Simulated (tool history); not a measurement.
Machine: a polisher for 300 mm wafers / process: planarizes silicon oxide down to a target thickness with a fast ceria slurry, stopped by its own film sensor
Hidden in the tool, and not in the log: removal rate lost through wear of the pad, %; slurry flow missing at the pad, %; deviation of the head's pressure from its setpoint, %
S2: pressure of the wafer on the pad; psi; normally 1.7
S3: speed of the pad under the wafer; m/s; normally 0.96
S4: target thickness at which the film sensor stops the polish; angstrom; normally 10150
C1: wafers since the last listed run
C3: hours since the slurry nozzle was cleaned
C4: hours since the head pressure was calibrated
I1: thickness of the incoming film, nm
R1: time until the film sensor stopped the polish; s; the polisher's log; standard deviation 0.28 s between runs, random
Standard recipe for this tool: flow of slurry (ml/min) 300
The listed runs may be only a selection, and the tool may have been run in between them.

{"run": 1, "day": 0.0, "flow of slurry (ml/min)": 300, "S2": 1.7, "S3": 0.96, "S4": 10150, "C1": 0, "wafers polished on this pad": 255, "C3": 546.5, "C4": 1358.4, "I1": 1695.6, "R1": 73.3}
{"run": 2, "day": 0.429, "flow of slurry (ml/min)": 300, "S2": 1.7, "S3": 0.96, "S4": 10150, "C1": 130, "wafers polished on this pad": 385, "C3": 556.8, "C4": 1368.7, "I1": 1706.1, "R1": 74.9}
{"run": 3, "day": 0.738, "flow of slurry (ml/min)": 300, "S2": 1.7, "S3": 0.96, "S4": 10150, "C1": 93, "wafers polished on this pad": 478, "C3": 564.2, "C4": 1376.1, "I1": 1698.8, "R1": 74.6}
{"run": 4, "day": 1.046, "flow of slurry (ml/min)": 300, "S2": 1.7, "S3": 0.96, "S4": 10150, "C1": 93, "wafers polished on this pad": 572, "C3": 571.6, "C4": 1383.5, "I1": 1715.2, "R1": 77.2}
{"run": 5, "day": 1.742, "flow of slurry (ml/min)": 300, "S2": 1.7, "S3": 0.96, "S4": 10150, "C1": 211, "wafers polished on this pad": 783, "C3": 588.3, "C4": 1400.2, "I1": 1683.6, "R1": 74.7}
{"run": 6, "day": 2.354, "flow of slurry (ml/min)": 300, "S2": 1.7, "S3": 0.96, "S4": 10150, "C1": 185, "wafers polished on this pad": 969, "C3": 603, "C4": 1414.9, "I1": 1681.9, "R1": 75.9}
{"day": 2.554, "done": "worn pad replaced by a new one"}
{"run": 7, "day": 2.908, "flow of slurry (ml/min)": 300, "S2": 1.7, "S3": 0.96, "S4": 10150, "C1": 117, "wafers polished on this pad": 107, "C3": 616.3, "C4": 1428.2, "I1": 1696.2, "R1": 73.9}

Run 8 is up next; what results do you expect?
{"run": 8, "day": 3.312, "flow of slurry (ml/min)": 300, "S2": 1.7, "S3": 0.96, "S4": 10150, "C1": 122, "wafers polished on this pad": 229, "C3": 626, "C4": 1437.9, "I1": 1737.3, "R1": "?"}

{"run 8": {"R1": 77.9}}
Had the tool carried no hidden state, the very same run would have given R1 72.3 s.

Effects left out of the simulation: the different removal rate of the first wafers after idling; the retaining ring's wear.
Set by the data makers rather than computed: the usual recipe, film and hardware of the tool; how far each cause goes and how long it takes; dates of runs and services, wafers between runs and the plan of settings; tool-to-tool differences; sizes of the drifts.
